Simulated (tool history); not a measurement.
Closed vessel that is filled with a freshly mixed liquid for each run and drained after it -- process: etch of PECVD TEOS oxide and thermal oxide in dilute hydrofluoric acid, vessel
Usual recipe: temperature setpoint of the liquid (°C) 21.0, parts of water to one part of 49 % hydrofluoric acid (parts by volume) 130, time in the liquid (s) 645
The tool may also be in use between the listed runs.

run     day  temperature setpoint of the liquid (°C)  parts of water to one part of 49 % hydrofluoric acid (parts by volume)  time in the liquid (s)  wafers since the last listed run  hours since the thermometer was replaced  hours since the hydrofluoric acid flow meter was replaced  hours since the gauge calibration  read-back film thickness of the PECVD TEOS oxide reference wafer, read on the same gauge (nm)  read-back film thickness of the thermal oxide reference wafer, read on the same gauge (nm)  thickness taken off the PECVD TEOS oxide on a monitor wafer (angstrom)  thickness taken off the thermal oxide on a monitor wafer (angstrom)
  1   0.000                                     21.0                                                                     130                     645                                 0                                      82.7                                                      267.7                              719.6                                                                                          30.60                                                                                      132.74                                                                   466.0                                                                209.0
  2   1.096                                     19.5                                                                     130                     855                              2073                                     109.0                                                      294.0                              745.9                                                                                          30.71                                                                                      132.89                                                                   576.5                                                                259.4
  3   3.942                                     22.0                                                                     145                     645                              5384                                     177.3                                                      362.3                              814.2                                                                                          30.73                                                                                      133.19                                                                   434.0                                                                188.7
  4   6.271                                     22.0                                                                     145                     645                              4407                                     233.2                                                      418.2                              870.1                                                                                          30.79                                                                                      133.50                                                                   430.6                                                                188.8
  5   7.842                                     22.0                                                                     145                     645                              2972                                     270.9                                                      455.9                              907.8                                                                                          30.80                                                                                      133.72                                                                   431.6                                                                190.1
     10.262  -- hydrofluoric acid flow meter replaced
  6  10.812                                     21.0                                                                     130                     645                              5542                                     342.2                                                       13.2                              979.1                                                                                          30.95                                                                                      134.07                                                                   477.6                                                                208.7
  7  12.121                                     23.5                                                                      80                     335                              2475                                     373.6                                                       44.6                             1010.5                                                                                          30.99                                                                                      134.20                                                                   467.8                                                                206.0
  8  14.550                                     21.0                                                                     130                    1005                              4596                                     431.9                                                      102.9                             1068.8                                                                                          31.06                                                                                      134.50                                                                   736.2                                                                325.4
  9  15.750                                     24.5                                                                     150                     525                              2270                                     460.7                                                      131.7                             1097.6                                                                                          31.12                                                                                      134.64                                                                   375.4                                                                164.6
 10  17.517                                     24.5                                                                     165                     645                              3342                                     503.1                                                      174.1                             1140.0                                                                                          31.10                                                                                      134.88                                                                   408.0                                                                179.6
 11  19.154                                     21.0                                                                      90                     830                              3098                                     542.4                                                      213.4                             1179.3                                                                                          31.18                                                                                      135.05                                                                   924.2                                                                408.1
 12  21.512                                     21.0                                                                     185                     470                              4462                                     599.0                                                      270.0                             1235.9                                                                                          31.23                                                                                      135.33                                                                   229.5                                                                103.0
 13  23.279                                     21.0                                                                     130                     825                              3342                                     641.4                                                      312.4                             1278.3                                                                                          31.28                                                                                      135.57                                                                   603.8                                                                269.6
     23.558  -- gauge calibrated
 14  26.033                                     19.0                                                                      70                     500                              5211                                     707.5                                                      378.5                               59.4                                                                                          30.02                                                                                      130.07                                                                   648.5                                                                281.0
 15  27.450                                     21.0                                                                     130                     645                              2680                                     741.5                                                      412.5                               93.4                                                                                          30.04                                                                                      130.24                                                                   457.5                                                                206.3
     28.729  -- hydrofluoric acid flow meter replaced
 16  29.338                                     21.0                                                                     130                     900                              3492                                     786.8                                                       14.6                              138.7                                                                                          30.09                                                                                      130.47                                                                   638.1                                                                279.0
 17  31.100                                     21.0                                                                     130                     645                              3334                                     829.1                                                       56.9                              181.0                                                                                          30.14                                                                                      130.69                                                                   463.9                                                                198.8
 18  33.629                                     21.0                                                                     130                     645                              4785                                     889.8                                                      117.6                              241.7                                                                                          30.28                                                                                      130.98                                                                   460.9                                                                199.9
 19  34.692                                     17.0                                                                      70                     400                              2010                                     915.3                                                      143.1                              267.2                                                                                          30.30                                                                                      131.13                                                                   479.7                                                                210.4
 20  37.996                                     21.0                                                                     130                     645                              6251                                     994.6                                                      222.4                              346.5                                                                                          30.33                                                                                      131.51                                                                   462.9                                                                204.9
 21  39.704                                     21.0                                                                     130                     645                              3232                                    1035.6                                                      263.4                              387.5                                                                                          30.39                                                                                      131.72                                                                   462.9                                                                202.7
 22  48.512                                     21.0                                                                      90                     920                             16666                                    1247.0                                                      474.8                              598.9                                                                                          30.65                                                                                      132.78                                                                  1018.3                                                                437.4
     48.725  -- hydrofluoric acid flow meter replaced
 23  54.221                                     21.0                                                                     130                     520                             10722                                    1384.0                                                      131.9                              735.9                                                                                          30.75                                                                                      133.48                                                                   379.7                                                                166.6
 24  56.458                                     23.0                                                                      95                     645                              4233                                    1437.7                                                      185.6                              789.6                                                                                          30.86                                                                                      133.73                                                                   728.8                                                                318.4
 25  59.221                                     23.5                                                                     130                     645                              5227                                    1504.0                                                      251.9                              855.9                                                                                          30.98                                                                                      134.09                                                                   520.7                                                                231.6

Alternative continuations, all from the tool just after run 25; predict every row:
  A  59.254                                     21.0                                                                     130                     645                                63                                    1504.8                                                      252.7                              856.7                                                                                              ?                                                                                           ?                                                                       ?                                                                    ?
  B  59.254                                     21.0                                                                     160                     645                                63                                    1504.8                                                      252.7                              856.7                                                                                              ?                                                                                           ?                                                                       ?                                                                    ?
  C  59.254                                     21.0                                                                      90                     645                                63                                    1504.8                                                      252.7                              856.7                                                                                              ?                                                                                           ?                                                                       ?                                                                    ?
  D  59.254                                     19.0                                                                     130                     365                                63                                    1504.8                                                      252.7                              856.7                                                                                              ?                                                                                           ?                                                                       ?                                                                    ?
  E  59.254                                     21.0                                                                     100                     390                                63                                    1504.8                                                      252.7                              856.7                                                                                              ?                                                                                           ?                                                                       ?                                                                    ?

run  read-back film thickness of the PECVD TEOS oxide reference wafer, read on the same gauge (nm)  read-back film thickness of the thermal oxide reference wafer, read on the same gauge (nm)  thickness taken off the PECVD TEOS oxide on a monitor wafer (angstrom)  thickness taken off the thermal oxide on a monitor wafer (angstrom)
  A                                                                                          30.96                                                                                      134.10                                                                   474.3                                                                204.9
  B                                                                                          30.96                                                                                      134.10                                                                   373.2                                                                161.2
  C                                                                                          30.96                                                                                      134.10                                                                   716.7                                                                309.7
  D                                                                                          30.96                                                                                      134.10                                                                   247.6                                                                107.0
  E                                                                                          30.96                                                                                      134.10                                                                   385.6                                                                166.6
Take away the tool's hidden state, keep each run's random variation, and the runs would have read:
run  thickness taken off the PECVD TEOS oxide on a monitor wafer (angstrom)  thickness taken off the thermal oxide on a monitor wafer (angstrom)
  A                                                                   459.8                                                                198.7
  B                                                                   361.8                                                                156.3
  C                                                                   694.8                                                                300.2
  D                                                                   240.1                                                                103.7
  E                                                                   373.8                                                                161.5
